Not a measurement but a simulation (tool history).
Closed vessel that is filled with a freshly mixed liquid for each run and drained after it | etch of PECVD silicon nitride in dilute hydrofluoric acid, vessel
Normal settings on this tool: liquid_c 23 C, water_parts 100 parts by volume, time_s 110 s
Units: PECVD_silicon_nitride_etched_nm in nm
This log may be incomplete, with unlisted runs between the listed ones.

| run | hour | liquid_c | water_parts | time_s | read-back film thickness of the PECVD silicon nitride reference wafer, read on the same gauge (nm) | PECVD_silicon_nitride_etched_nm |
|---|---|---|---|---|---|---|
| 1 | 0 | 20 | 100 | 110 | 140 | 4.68 |
| 2 | 62.4 | 20 | 100 | 110 | 140.02 | 4.73 |
| 3 | 243.8 | 23 | 85 | 110 | 140.02 | 6.64 |
| 4 | 268.5 | 23 | 85 | 110 | 139.99 | 6.87 |
| 5 | 307.3 | 23 | 100 | 110 | 139.99 | 5.71 |
| 6 | 364 | 23 | 100 | 110 | 139.99 | 5.76 |
| 7 | 419.3 | 23 | 100 | 110 | 140 | 5.73 |
| 8 | 486.6 | 23 | 100 | 110 | 139.99 | 5.71 |
| 9 | 530.8 | 23 | 100 | 110 | 140 | 5.76 |
| 10 | 587 | 23 | 100 | 110 | 140 | 5.72 |
| 11 | 629.1 | 23 | 100 | 110 | 140 | 5.7 |
| 12 | 668 | 23 | 100 | 110 | 139.99 | 5.76 |
| 13 | 734.4 | 20 | 100 | 90 | 140 | 3.86 |
| 14 | 768.7 | 23 | 75 | 110 | 139.99 | 7.59 |
| 15 | 824.7 | 20 | 130 | 70 | 140.02 | 2.34 |
| 16 | 869 | 23 | 145 | 90 | 140 | 3.27 |
| 17 | 938 | 25.5 | 100 | 140 | 139.99 | 8.54 |
| 18 | 1006 | 20 | 130 | 70 | 140.02 | 2.31 |
| 19 | 1069.2 | 19 | 100 | 75 | 140.01 | 2.94 |
| 20 | 1112 | 18.5 | 60 | 65 | 140 | 4.16 |
| 21 | 1169.3 | 23 | 100 | 110 | 140.01 | 5.73 |
| 22 | 1205.7 | 26.5 | 60 | 90 | 140.02 | 9.88 |
| 23 | 1269.3 | 27 | 115 | 135 | 140.01 | 7.9 |
| 24 | 1294 | 28 | 145 | 135 | 140 | 6.8 |

Not shown: 4 entries that the log had between the listed runs. Between which runs, and how does the tool's hidden state differ before and after?
Run 2 -> run 3: hydrofluoric acid flow meter replaced (hour 202.2)
  no difference in the tool's unlogged condition between these two runs
Run 9 -> run 10: gauge calibrated (hour 546.5)
  no difference in the tool's unlogged condition between these two runs
Run 17 -> run 18: thermometer replaced (hour 963.3)
  no difference in the tool's unlogged condition between these two runs
Run 18 -> run 19: hydrofluoric acid flow meter replaced (hour 1015.6)
  no difference in the tool's unlogged condition between these two runs
